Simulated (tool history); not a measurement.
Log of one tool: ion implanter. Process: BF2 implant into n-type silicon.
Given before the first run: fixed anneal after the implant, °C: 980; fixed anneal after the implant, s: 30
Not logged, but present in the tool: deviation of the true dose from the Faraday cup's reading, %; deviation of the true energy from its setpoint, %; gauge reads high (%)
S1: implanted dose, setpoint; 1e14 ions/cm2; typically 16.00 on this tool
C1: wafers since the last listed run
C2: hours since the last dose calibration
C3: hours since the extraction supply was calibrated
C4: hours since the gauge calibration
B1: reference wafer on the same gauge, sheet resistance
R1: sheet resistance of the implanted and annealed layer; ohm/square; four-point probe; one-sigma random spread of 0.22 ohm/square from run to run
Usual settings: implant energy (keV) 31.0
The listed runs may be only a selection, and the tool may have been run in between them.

Run 1, hour 0.0: usual settings; C1 0; C2 1190.6; C3 5460.6; C4 143.0; B1 171.90. Result: R1 148.25 ohm/square.
Run 2, hour 10.7: usual settings; C1 274; C2 1201.3; C3 5471.3; C4 153.7; B1 172.11. Result: R1 148.27 ohm/square.
Run 3, hour 21.5: usual settings; C1 276; C2 1212.1; C3 5482.1; C4 164.5; B1 172.05. Result: R1 148.27 ohm/square.
Run 4, hour 44.1: usual settings but implant energy (keV) 23.5; C1 579; C2 1234.7; C3 5504.7; C4 187.1; B1 172.20. Result: R1 171.77 ohm/square.
Run 5, hour 64.5: usual settings but implant energy (keV) 23.5; C1 523; C2 1255.1; C3 5525.1; C4 207.5; B1 172.52. Result: R1 171.55 ohm/square.
At hour 100.9: gauge calibrated.
Run 6, hour 109.8: usual settings but implant energy (keV) 23.5; C1 1161; C2 1300.4; C3 5570.4; C4 8.9; B1 171.21. Result: R1 169.89 ohm/square.
At hour 122.2: Faraday cup replaced and dose calibrated.
Run 7, hour 122.7: usual settings but S1 19.57 1e14 ions/cm2; C1 125; C2 0.5; C3 5583.3; C4 21.8; B1 171.00. Result: R1 144.64 ohm/square.
Run 8, hour 129.5: usual settings but S1 19.57 1e14 ions/cm2; C1 174; C2 7.3; C3 5590.1; C4 28.6; B1 171.25. Result: R1 144.90 ohm/square.
Run 9, hour 143.3: usual settings; C1 353; C2 21.1; C3 5603.9; C4 42.4; B1 171.23. Result: R1 148.42 ohm/square.
Run 10, hour 152.8: usual settings; C1 243; C2 30.6; C3 5613.4; C4 51.9; B1 171.36. Result: R1 148.26 ohm/square.
Run 11, hour 160.8: usual settings but S1 18.40 1e14 ions/cm2, implant energy (keV) 34.5; C1 205; C2 38.6; C3 5621.4; C4 59.9; B1 171.36. Result: R1 137.52 ohm/square.
Run 12, hour 178.6: usual settings but S1 13.43 1e14 ions/cm2, implant energy (keV) 36.5; C1 456; C2 56.4; C3 5639.2; C4 77.7; B1 171.40. Result: R1 140.38 ohm/square.
Run 13, hour 185.6: usual settings but S1 18.14 1e14 ions/cm2, implant energy (keV) 35.5; C1 179; C2 63.4; C3 5646.2; C4 84.7; B1 171.56. Result: R1 135.99 ohm/square.
Run 14, hour 202.6: usual settings but implant energy (keV) 24.0; C1 435; C2 80.4; C3 5663.2; C4 101.7; B1 171.66. Result: R1 169.48 ohm/square.
At hour 214.1: extraction supply calibrated.
Run 15, hour 214.6: usual settings but S1 18.41 1e14 ions/cm2; C1 102; C2 92.4; C3 0.5; C4 113.7; B1 171.82. Result: R1 145.85 ohm/square.
Run 16, hour 216.7: usual settings but S1 20.05 1e14 ions/cm2, implant energy (keV) 24.5; C1 53; C2 94.5; C3 2.6; C4 115.8; B1 171.91. Result: R1 163.80 ohm/square.
Run 17, hour 233.5: usual settings but S1 12.12 1e14 ions/cm2, implant energy (keV) 21.5; C1 430; C2 111.3; C3 19.4; C4 132.6; B1 172.05. Result: R1 186.47 ohm/square.
Run 18, hour 249.4: usual settings but S1 20.33 1e14 ions/cm2, implant energy (keV) 36.0; C1 407; C2 127.2; C3 35.3; C4 148.5; B1 172.05. Result: R1 133.58 ohm/square.
Run 19, hour 260.5: usual settings but implant energy (keV) 24.0; C1 284; C2 138.3; C3 46.4; C4 159.6; B1 172.24. Result: R1 169.77 ohm/square.
Run 20, hour 274.1: usual settings; C1 348; C2 151.9; C3 60.0; C4 173.2; B1 172.24. Result: R1 148.68 ohm/square.

Describe how what the log doesn't record of the tool's condition differs between the last listed run preceding each entry between runs and the first listed run following it.
Runs 5 to 6: gauge calibrated (hour 100.9)
  gauge reads high (%): 0.823 -> 0.0472
  measured value less the no-hidden-state value, R1: +1.40 -> +0.08 ohm/square
Runs 6 to 7: Faraday cup replaced and dose calibrated (hour 122.2)
  gauge reads high (%): 0.0472 -> 0.0988
  measured value less the no-hidden-state value, R1: +0.08 -> +0.14 ohm/square
Runs 14 to 15: extraction supply calibrated (hour 214.1)
  gauge reads high (%): 0.418 -> 0.466
  measured value less the no-hidden-state value, R1: +0.70 -> +0.68 ohm/square

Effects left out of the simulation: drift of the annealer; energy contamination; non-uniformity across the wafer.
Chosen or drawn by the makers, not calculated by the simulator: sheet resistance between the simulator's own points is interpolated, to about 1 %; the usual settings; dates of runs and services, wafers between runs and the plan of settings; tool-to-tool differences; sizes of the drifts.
